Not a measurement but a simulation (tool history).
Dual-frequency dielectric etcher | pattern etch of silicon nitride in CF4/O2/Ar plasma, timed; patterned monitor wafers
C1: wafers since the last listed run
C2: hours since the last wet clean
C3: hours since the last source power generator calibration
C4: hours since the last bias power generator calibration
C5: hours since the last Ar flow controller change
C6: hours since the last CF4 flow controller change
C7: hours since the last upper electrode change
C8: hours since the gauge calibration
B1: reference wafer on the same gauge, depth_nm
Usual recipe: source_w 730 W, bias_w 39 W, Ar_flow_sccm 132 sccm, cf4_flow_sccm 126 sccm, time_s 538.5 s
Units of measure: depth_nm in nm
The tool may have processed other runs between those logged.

{"run": 1, "hour": 0.0, "source_w": 730, "bias_w": 31, "Ar_flow_sccm": 132, "cf4_flow_sccm": 126, "time_s": 538.5, "C1": 0, "C2": 398.3, "C3": 3866, "C4": 4163.7, "C5": 1503.8, "C6": 3161.7, "C7": 3649.7, "C8": 290.7, "B1": 1580.3, "depth_nm": 1213.4}
{"hour": 5.2, "done": "bias power generator calibrated"}
{"run": 2, "hour": 8.9, "source_w": 730, "bias_w": 39, "Ar_flow_sccm": 132, "cf4_flow_sccm": 126, "time_s": 538.5, "C1": 14, "C2": 407.2, "C3": 3874.9, "C4": 3.7, "C5": 1512.7, "C6": 3170.6, "C7": 3658.6, "C8": 299.6, "B1": 1579.3, "depth_nm": 1352.8}
{"run": 3, "hour": 20.8, "source_w": 730, "bias_w": 39, "Ar_flow_sccm": 132, "cf4_flow_sccm": 126, "time_s": 538.5, "C1": 35, "C2": 419.1, "C3": 3886.8, "C4": 15.6, "C5": 1524.6, "C6": 3182.5, "C7": 3670.5, "C8": 311.5, "B1": 1579.4, "depth_nm": 1353.3}
{"run": 4, "hour": 32.0, "source_w": 730, "bias_w": 39, "Ar_flow_sccm": 141, "cf4_flow_sccm": 145, "time_s": 538.5, "C1": 33, "C2": 430.3, "C3": 3898, "C4": 26.8, "C5": 1535.8, "C6": 3193.7, "C7": 3681.7, "C8": 322.7, "B1": 1579.6, "depth_nm": 1364.8}
{"hour": 69.5, "done": "upper electrode replaced"}
{"run": 5, "hour": 70.0, "source_w": 730, "bias_w": 39, "Ar_flow_sccm": 132, "cf4_flow_sccm": 126, "time_s": 582.5, "C1": 42, "C2": 468.3, "C3": 3936, "C4": 64.8, "C5": 1573.8, "C6": 3231.7, "C7": 0.5, "C8": 360.7, "B1": 1580.1, "depth_nm": 1466.3}
{"run": 6, "hour": 70.4, "source_w": 640, "bias_w": 39, "Ar_flow_sccm": 157, "cf4_flow_sccm": 126, "time_s": 657.5, "C1": 1, "C2": 468.7, "C3": 3936.4, "C4": 65.2, "C5": 1574.2, "C6": 3232.1, "C7": 0.9, "C8": 361.1, "B1": 1579.9, "depth_nm": 1410.3}
{"run": 7, "hour": 74.6, "source_w": 590, "bias_w": 39, "Ar_flow_sccm": 132, "cf4_flow_sccm": 126, "time_s": 621, "C1": 12, "C2": 472.9, "C3": 3940.6, "C4": 69.4, "C5": 1578.4, "C6": 3236.3, "C7": 5.1, "C8": 365.3, "B1": 1580.2, "depth_nm": 1241.8}
{"hour": 96.3, "done": "CF4 flow controller replaced"}
{"hour": 99.9, "done": "wet clean of the chamber"}
{"run": 8, "hour": 100.4, "source_w": 730, "bias_w": 39, "Ar_flow_sccm": 132, "cf4_flow_sccm": 126, "time_s": 406, "C1": 48, "C2": 0.5, "C3": 3966.4, "C4": 95.2, "C5": 1604.2, "C6": 4.1, "C7": 30.9, "C8": 391.1, "B1": 1579.9, "depth_nm": 997.6}
{"hour": 102.2, "done": "gauge calibrated"}
{"run": 9, "hour": 103.6, "source_w": 730, "bias_w": 39, "Ar_flow_sccm": 102, "cf4_flow_sccm": 126, "time_s": 615.5, "C1": 9, "C2": 3.7, "C3": 3969.6, "C4": 98.4, "C5": 1607.4, "C6": 7.3, "C7": 34.1, "C8": 1.4, "B1": 1580.6, "depth_nm": 1547.3}
{"hour": 120.1, "done": "source power generator calibrated"}
{"run": 10, "hour": 120.6, "source_w": 730, "bias_w": 44, "Ar_flow_sccm": 132, "cf4_flow_sccm": 126, "time_s": 399.5, "C1": 39, "C2": 20.7, "C3": 0.5, "C4": 115.4, "C5": 1624.4, "C6": 24.3, "C7": 51.1, "C8": 18.4, "B1": 1579.2, "depth_nm": 1040.9}
{"run": 11, "hour": 128.2, "source_w": 730, "bias_w": 29, "Ar_flow_sccm": 103, "cf4_flow_sccm": 138, "time_s": 538.5, "C1": 22, "C2": 28.3, "C3": 8.1, "C4": 123, "C5": 1632, "C6": 31.9, "C7": 58.7, "C8": 26, "B1": 1579, "depth_nm": 1194.7}
{"hour": 138.0, "done": "Ar flow controller replaced"}
{"run": 12, "hour": 140.8, "source_w": 730, "bias_w": 39, "Ar_flow_sccm": 107, "cf4_flow_sccm": 126, "time_s": 538.5, "C1": 19, "C2": 40.9, "C3": 20.7, "C4": 135.6, "C5": 2.8, "C6": 44.5, "C7": 71.3, "C8": 38.6, "B1": 1580.3, "depth_nm": 1354.3}
{"run": 13, "hour": 147.4, "source_w": 730, "bias_w": 39, "Ar_flow_sccm": 132, "cf4_flow_sccm": 126, "time_s": 538.5, "C1": 19, "C2": 47.5, "C3": 27.3, "C4": 142.2, "C5": 9.4, "C6": 51.1, "C7": 77.9, "C8": 45.2, "B1": 1579.3, "depth_nm": 1326.3}
{"run": 14, "hour": 155.4, "source_w": 730, "bias_w": 36, "Ar_flow_sccm": 114, "cf4_flow_sccm": 126, "time_s": 538.5, "C1": 24, "C2": 55.5, "C3": 35.3, "C4": 150.2, "C5": 17.4, "C6": 59.1, "C7": 85.9, "C8": 53.2, "B1": 1580, "depth_nm": 1299.2}
{"run": 15, "hour": 162.4, "source_w": 730, "bias_w": 39, "Ar_flow_sccm": 132, "cf4_flow_sccm": 126, "time_s": 538.5, "C1": 21, "C2": 62.5, "C3": 42.3, "C4": 157.2, "C5": 24.4, "C6": 66.1, "C7": 92.9, "C8": 60.2, "B1": 1579.8, "depth_nm": 1324.4}
{"run": 16, "hour": 180.4, "source_w": 730, "bias_w": 39, "Ar_flow_sccm": 132, "cf4_flow_sccm": 126, "time_s": 582.5, "C1": 54, "C2": 80.5, "C3": 60.3, "C4": 175.2, "C5": 42.4, "C6": 84.1, "C7": 110.9, "C8": 78.2, "B1": 1579.8, "depth_nm": 1432.5}
{"run": 17, "hour": 188.8, "source_w": 730, "bias_w": 45, "Ar_flow_sccm": 132, "cf4_flow_sccm": 108, "time_s": 538.5, "C1": 25, "C2": 88.9, "C3": 68.7, "C4": 183.6, "C5": 50.8, "C6": 92.5, "C7": 119.3, "C8": 86.6, "B1": 1579.9, "depth_nm": 1402.1}
{"run": 18, "hour": 203.6, "source_w": 730, "bias_w": 39, "Ar_flow_sccm": 132, "cf4_flow_sccm": 126, "time_s": 538.5, "C1": 44, "C2": 103.7, "C3": 83.5, "C4": 198.4, "C5": 65.6, "C6": 107.3, "C7": 134.1, "C8": 101.4, "B1": 1579.9, "depth_nm": 1334.4}
{"run": 19, "hour": 215.5, "source_w": 730, "bias_w": 39, "Ar_flow_sccm": 132, "cf4_flow_sccm": 143, "time_s": 538.5, "C1": 35, "C2": 115.6, "C3": 95.4, "C4": 210.3, "C5": 77.5, "C6": 119.2, "C7": 146, "C8": 113.3, "B1": 1580.4, "depth_nm": 1355.2}
{"run": 20, "hour": 229.3, "source_w": 730, "bias_w": 39, "Ar_flow_sccm": 132, "cf4_flow_sccm": 126, "time_s": 538.5, "C1": 41, "C2": 129.4, "C3": 109.2, "C4": 224.1, "C5": 91.3, "C6": 133, "C7": 159.8, "C8": 127.1, "B1": 1580.2, "depth_nm": 1325.6}
{"run": 21, "hour": 236.2, "source_w": 730, "bias_w": 39, "Ar_flow_sccm": 149, "cf4_flow_sccm": 126, "time_s": 485, "C1": 20, "C2": 136.3, "C3": 116.1, "C4": 231, "C5": 98.2, "C6": 139.9, "C7": 166.7, "C8": 134, "B1": 1579.9, "depth_nm": 1180.2}

4 options for the next run, each taken on its own from the tool as it stands now. Forecast them:
{"run": "A", "hour": 236.8, "source_w": 730, "bias_w": 39, "Ar_flow_sccm": 132, "cf4_flow_sccm": 109, "time_s": 538.5, "C1": 1, "C2": 136.9, "C3": 116.7, "C4": 231.6, "C5": 98.8, "C6": 140.5, "C7": 167.3, "C8": 134.6, "B1": "?", "depth_nm": "?"}
{"run": "B", "hour": 236.8, "source_w": 730, "bias_w": 39, "Ar_flow_sccm": 132, "cf4_flow_sccm": 126, "time_s": 640.5, "C1": 1, "C2": 136.9, "C3": 116.7, "C4": 231.6, "C5": 98.8, "C6": 140.5, "C7": 167.3, "C8": 134.6, "B1": "?", "depth_nm": "?"}
{"run": "C", "hour": 236.8, "source_w": 730, "bias_w": 34, "Ar_flow_sccm": 132, "cf4_flow_sccm": 134, "time_s": 421, "C1": 1, "C2": 136.9, "C3": 116.7, "C4": 231.6, "C5": 98.8, "C6": 140.5, "C7": 167.3, "C8": 134.6, "B1": "?", "depth_nm": "?"}
{"run": "D", "hour": 236.8, "source_w": 870, "bias_w": 39, "Ar_flow_sccm": 132, "cf4_flow_sccm": 126, "time_s": 485.5, "C1": 1, "C2": 136.9, "C3": 116.7, "C4": 231.6, "C5": 98.8, "C6": 140.5, "C7": 167.3, "C8": 134.6, "B1": "?", "depth_nm": "?"}

run=A B1=1580.2 depth_nm=1307.5
run=B B1=1580.2 depth_nm=1577.3
run=C B1=1580.2 depth_nm=978.1
run=D B1=1580.2 depth_nm=1436.9
Without the tool's hidden state the same runs would have given:
run=A depth_nm=1293.7
run=B depth_nm=1560.6
run=C depth_nm=967.7
run=D depth_nm=1421.7
